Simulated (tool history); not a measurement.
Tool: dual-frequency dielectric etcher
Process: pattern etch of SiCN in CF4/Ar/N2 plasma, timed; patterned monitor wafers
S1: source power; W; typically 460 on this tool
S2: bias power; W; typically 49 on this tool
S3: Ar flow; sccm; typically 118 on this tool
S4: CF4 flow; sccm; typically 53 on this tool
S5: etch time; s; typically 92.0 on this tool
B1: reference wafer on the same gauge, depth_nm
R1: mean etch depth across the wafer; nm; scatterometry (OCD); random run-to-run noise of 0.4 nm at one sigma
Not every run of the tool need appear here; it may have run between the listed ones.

run	hour	S1	S2	S3	S4	S5	B1	R1
1	0.0	460	42	131	53	92.0	73.9	65.1
2	9.6	460	49	118	53	92.0	74.0	69.8
# hour 17.4: bias power generator calibrated
3	23.8	460	59	118	53	92.0	73.9	74.0
4	36.7	410	49	146	53	92.0	73.9	59.9
# hour 45.5: gauge calibrated
# hour 47.3: Ar flow controller replaced
5	51.9	460	49	118	53	92.0	74.0	69.4
6	66.3	460	49	118	41	92.0	73.9	66.4
7	76.6	460	49	126	53	92.0	73.9	68.8
8	93.7	460	45	118	53	105.5	73.9	77.5
9	103.1	460	49	118	53	92.0	73.8	69.1
# hour 110.2: source power generator calibrated
10	115.9	460	49	137	53	92.0	74.0	67.2
# hour 141.1: wet clean of the chamber
11	141.6	420	49	118	53	92.0	74.0	65.9
12	142.1	460	39	118	53	92.0	73.8	67.8
13	156.0	500	60	118	53	92.0	74.0	85.5
14	165.7	460	49	118	53	92.0	74.0	73.2
15	172.2	460	53	135	53	92.0	73.9	73.1
16	215.1	530	49	118	43	92.0	73.8	80.3
17	229.6	400	60	118	49	119.0	73.9	85.1
18	235.7	460	49	118	64	92.0	74.0	74.9
19	244.6	550	49	118	53	108.5	73.9	101.8
20	252.4	460	49	118	53	92.0	73.9	72.2

5 options for the next run, each taken on its own from the tool as it stands now. Forecast them:
A	252.8	520	49	118	53	92.0	?	?
B	252.8	500	49	128	53	92.0	?	?
C	252.8	460	46	118	53	92.0	?	?
D	252.8	460	57	118	53	92.0	?	?
E	252.8	460	57	118	44	92.0	?	?

run	B1	R1
A	73.9	82.0
B	73.9	77.6
C	73.9	70.6
D	73.9	76.0
E	73.9	73.5
Take away the tool's hidden state, keep each run's random variation, and the runs would have read:
run	R1
A	82.9
B	78.5
C	71.3
D	76.9
E	74.3
